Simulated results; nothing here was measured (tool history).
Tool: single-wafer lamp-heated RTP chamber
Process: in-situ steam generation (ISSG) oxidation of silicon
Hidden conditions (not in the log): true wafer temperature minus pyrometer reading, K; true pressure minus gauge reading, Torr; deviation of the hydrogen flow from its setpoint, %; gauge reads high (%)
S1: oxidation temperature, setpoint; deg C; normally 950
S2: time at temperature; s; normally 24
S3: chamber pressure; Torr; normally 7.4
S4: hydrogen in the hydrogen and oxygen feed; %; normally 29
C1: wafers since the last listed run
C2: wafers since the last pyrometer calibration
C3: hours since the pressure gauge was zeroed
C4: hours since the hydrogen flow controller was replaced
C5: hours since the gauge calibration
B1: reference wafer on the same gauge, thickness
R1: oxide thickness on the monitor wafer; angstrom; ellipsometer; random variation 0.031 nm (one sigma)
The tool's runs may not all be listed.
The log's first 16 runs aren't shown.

At hour 1071.1: pyrometer window cleaned and pyrometer calibrated.
Run 17, hour 1086.1: usual settings; C1 791; C2 128; C3 763.3; C4 487.9; C5 150.6; B1 4.659. Result: R1 56.05 angstrom.
Run 18, hour 1154.8: usual settings; C1 584; C2 713; C3 832; C4 556.6; C5 219.3; B1 4.662. Result: R1 56.59 angstrom.
Run 19, hour 1217: usual settings; C1 529; C2 1242; C3 894.2; C4 618.8; C5 281.5; B1 4.661. Result: R1 56.35 angstrom.
Run 20, hour 1304.6: usual settings but S4 32 %; C1 745; C2 1988; C3 981.8; C4 706.4; C5 369.1; B1 4.657. Result: R1 57.73 angstrom.
Run 21, hour 1409.3: usual settings but S2 17 s; C1 891; C2 2880; C3 1086.5; C4 811.1; C5 473.8; B1 4.66. Result: R1 48.92 angstrom.
Run 22, hour 1510: usual settings but S2 31 s, S4 23 %; C1 857; C2 3737; C3 1187.2; C4 911.8; C5 574.5; B1 4.662. Result: R1 59 angstrom.
Run 23, hour 1604.8: usual settings but S1 960 deg C, S2 30 s, S3 6.9 Torr, S4 20 %; C1 807; C2 4544; C3 1282; C4 1006.6; C5 669.3; B1 4.661. Result: R1 58.3 angstrom.
Run 24, hour 1710.1: usual settings but S4 21 %; C1 896; C2 5441; C3 1387.3; C4 1111.9; C5 774.6; B1 4.656. Result: R1 52.45 angstrom.
Run 25, hour 1762.3: usual settings but S1 942 deg C, S4 32 %; C1 444; C2 5885; C3 1439.5; C4 1164.1; C5 826.8; B1 4.664. Result: R1 56.45 angstrom.
Run 26, hour 1812.3: usual settings but S2 30 s, S4 32 %; C1 425; C2 6311; C3 1489.5; C4 1214.1; C5 876.8; B1 4.653. Result: R1 63.62 angstrom.
Run 27, hour 1898.3: usual settings but S1 942 deg C; C1 732; C2 7043; C3 1575.5; C4 1300.1; C5 962.8; B1 4.662. Result: R1 54.95 angstrom.
At hour 1951.1: pyrometer window cleaned and pyrometer calibrated.
Run 28, hour 1982: usual settings but S3 6.9 Torr, S4 26 %; C1 644; C2 263; C3 1659.2; C4 1383.8; C5 1046.5; B1 4.665. Result: R1 54.59 angstrom.
Run 29, hour 2057.5: usual settings; C1 642; C2 906; C3 1734.7; C4 1459.3; C5 1122; B1 4.661. Result: R1 55.82 angstrom.
Run 30, hour 2155.8: usual settings; C1 837; C2 1743; C3 1833; C4 1557.6; C5 1220.3; B1 4.657. Result: R1 56.11 angstrom.

Consider 5 possible next runs. They are alternatives, not a sequence: every one starts from the tool as it was left by run 30. What does each give?
Run A, hour 2156.2: usual settings but S2 15 s; C1 3; C2 1746; C3 1833.4; C4 1558; C5 1220.7; B1 ?. Result: R1 ?.
Run B, hour 2156.2: usual settings but S3 8.7 Torr, S4 32 %; C1 3; C2 1746; C3 1833.4; C4 1558; C5 1220.7; B1 ?. Result: R1 ?.
Run C, hour 2156.2: usual settings but S1 934 deg C, S4 32 %; C1 3; C2 1746; C3 1833.4; C4 1558; C5 1220.7; B1 ?. Result: R1 ?.
Run D, hour 2156.2: usual settings but S1 965 deg C, S2 31 s, S3 6.9 Torr, S4 19 %; C1 3; C2 1746; C3 1833.4; C4 1558; C5 1220.7; B1 ?. Result: R1 ?.
Run E, hour 2156.2: usual settings but S2 28 s, S4 20 %; C1 3; C2 1746; C3 1833.4; C4 1558; C5 1220.7; B1 ?. Result: R1 ?.

run     B1     R1
  A  4.665  46.54
  B  4.665  56.74
  C  4.665  54.66
  D  4.665  59.36
  E  4.665  54.58
Without the tool's hidden state the same runs would have given:
run     R1
  A  46.54
  B  56.74
  C  54.66
  D  59.36
  E  54.58
